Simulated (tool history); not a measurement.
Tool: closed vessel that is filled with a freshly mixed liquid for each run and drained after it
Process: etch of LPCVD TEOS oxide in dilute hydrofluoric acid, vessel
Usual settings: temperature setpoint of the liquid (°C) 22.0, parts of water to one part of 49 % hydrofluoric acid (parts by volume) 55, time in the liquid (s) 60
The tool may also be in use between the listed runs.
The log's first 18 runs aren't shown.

run,hour,temperature setpoint of the liquid (°C),parts of water to one part of 49 % hydrofluoric acid (parts by volume),time in the liquid (s),"read-back film thickness of the LPCVD TEOS oxide reference wafer, read on the same gauge (nm)",thickness taken off the LPCVD TEOS oxide on a monitor wafer (Å)
19,194.6,22.0,55,85,70.01,229.4
20,209.4,25.5,70,30,70.02,72.1
21,222.9,20.5,25,45,70.00,261.0
22,230.4,19.5,55,60,69.98,145.6
23,237.3,18.5,55,35,69.98,81.6
24,244.2,18.5,65,60,70.03,116.9
25,254.5,24.5,55,60,69.96,179.9
26,261.4,22.0,55,60,70.02,161.7
27,271.3,22.0,55,60,70.01,161.3
28,281.2,24.5,45,70,70.01,260.8
29,297.6,22.0,55,60,69.98,162.4
30,312.6,19.0,55,45,70.01,107.1
31,323.6,19.0,25,50,69.98,271.5
32,337.4,22.0,80,60,69.99,108.7

5 ways to go on from here, each from the tool as it stands after run 32. What would each give?
A,338.1,22.0,55,40,?,?
B,338.1,25.0,35,60,?,?
C,338.1,25.0,85,60,?,?
D,338.1,18.0,40,60,?,?
E,338.1,26.5,25,90,?,?

run,"read-back film thickness of the LPCVD TEOS oxide reference wafer, read on the same gauge (nm)",thickness taken off the LPCVD TEOS oxide on a monitor wafer (Å)
A,69.97,108.3
B,69.97,296.8
C,69.97,114.5
D,69.97,191.6
E,69.97,672.5
Without the tool's hidden state the same runs would have given:
run,thickness taken off the LPCVD TEOS oxide on a monitor wafer (Å)
A,109.2
B,299.2
C,115.2
D,193.4
E,677.9
